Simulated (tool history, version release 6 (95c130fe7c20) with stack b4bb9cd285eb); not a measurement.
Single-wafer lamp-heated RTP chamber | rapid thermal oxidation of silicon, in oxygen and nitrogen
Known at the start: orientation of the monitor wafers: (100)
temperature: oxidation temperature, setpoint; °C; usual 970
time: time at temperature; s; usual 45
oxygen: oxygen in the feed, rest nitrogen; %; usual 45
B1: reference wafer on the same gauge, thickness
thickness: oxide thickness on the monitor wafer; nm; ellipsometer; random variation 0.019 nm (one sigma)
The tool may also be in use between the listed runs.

Run 1, hour 0.0: usual settings but temperature 948 °C, time 28 s; B1 3.263. Result: thickness 2.636 nm.
Run 2, hour 48.3: usual settings; B1 3.260. Result: thickness 3.378 nm.
Run 3, hour 144.7: usual settings; B1 3.261. Result: thickness 3.389 nm.
Run 4, hour 192.1: usual settings; B1 3.259. Result: thickness 3.416 nm.
Run 5, hour 249.8: usual settings; B1 3.259. Result: thickness 3.415 nm.
Run 6, hour 327.6: usual settings; B1 3.259. Result: thickness 3.423 nm.
Run 7, hour 370.8: usual settings; B1 3.257. Result: thickness 3.400 nm.
At hour 390.1: pyrometer window cleaned and pyrometer calibrated.
Run 8, hour 455.8: usual settings; B1 3.259. Result: thickness 3.519 nm.
Run 9, hour 551.1: usual settings; B1 3.260. Result: thickness 3.538 nm.
Run 10, hour 603.9: usual settings; B1 3.256. Result: thickness 3.558 nm.
Run 11, hour 704.2: usual settings; B1 3.260. Result: thickness 3.594 nm.
At hour 766.2: oxygen flow controller replaced.
Run 12, hour 792.8: usual settings but temperature 948 °C, oxygen 24 %; B1 3.261. Result: thickness 2.764 nm.
At hour 876.1: pyrometer window cleaned and pyrometer calibrated, repeated, since the last time left the tool worse.
Run 13, hour 878.1: usual settings but temperature 948 °C, oxygen 24 %; B1 3.266. Result: thickness 2.649 nm.
Run 14, hour 927.6: usual settings but temperature 948 °C, oxygen 24 %; B1 3.260. Result: thickness 2.659 nm.
At hour 1018.3: gauge calibrated.
Run 15, hour 1023.6: usual settings; B1 3.260. Result: thickness 3.399 nm.
Run 16, hour 1084.3: usual settings; B1 3.257. Result: thickness 3.373 nm.
Run 17, hour 1122.9: usual settings; B1 3.264. Result: thickness 3.414 nm.
Run 18, hour 1168.1: usual settings but temperature 953 °C, time 63 s, oxygen 73 %; B1 3.262. Result: thickness 3.975 nm.
Run 19, hour 1220.4: usual settings but temperature 959 °C, time 56 s; B1 3.259. Result: thickness 3.432 nm.
Run 20, hour 1327.1: usual settings but temperature 988 °C, oxygen 27 %; B1 3.256. Result: thickness 3.294 nm.
Run 21, hour 1399.1: usual settings; B1 3.266. Result: thickness 3.382 nm.
At hour 1611.2: pyrometer window cleaned and pyrometer calibrated.
Run 22, hour 1663.4: usual settings but temperature 948 °C, oxygen 24 %; B1 3.256. Result: thickness 2.671 nm.
Run 23, hour 1712.2: usual settings; B1 3.260. Result: thickness 3.368 nm.
Run 24, hour 1812.7: usual settings but time 32 s; B1 3.260. Result: thickness 3.050 nm.
Run 25, hour 1900.1: usual settings but temperature 991 °C; B1 3.256. Result: thickness 3.868 nm.
Run 26, hour 1951.0: usual settings; B1 3.260. Result: thickness 3.394 nm.
Run 27, hour 2031.7: usual settings but temperature 980 °C, time 51 s, oxygen 32 %; B1 3.259. Result: thickness 3.422 nm.
Run 28, hour 2126.9: usual settings but time 23 s; B1 3.256. Result: thickness 2.763 nm.
Run 29, hour 2207.3: usual settings; B1 3.258. Result: thickness 3.437 nm.
Run 30, hour 2260.5: usual settings but temperature 999 °C, time 67 s, oxygen 30 %; B1 3.260. Result: thickness 4.281 nm.
Run 31, hour 2300.6: usual settings but time 56 s; B1 3.256. Result: thickness 3.703 nm.
At hour 2436.6: pyrometer window cleaned and pyrometer calibrated.
Run 32, hour 2575.9: usual settings but temperature 980 °C, oxygen 53 %; B1 3.258. Result: thickness 3.703 nm.
Run 33, hour 2825.8: usual settings; B1 3.266. Result: thickness 3.400 nm.
Run 34, hour 3014.7: usual settings but temperature 947 °C, time 65 s, oxygen 32 %; B1 3.264. Result: thickness 3.137 nm.

Forecast run 35:
Run 35, hour 3082.5: usual settings; B1 ?. Result: thickness ?.

{"run 35": {"B1": 3.259, "thickness": 3.415}}
Without the tool's hidden state the same run would have given thickness 3.311 nm.
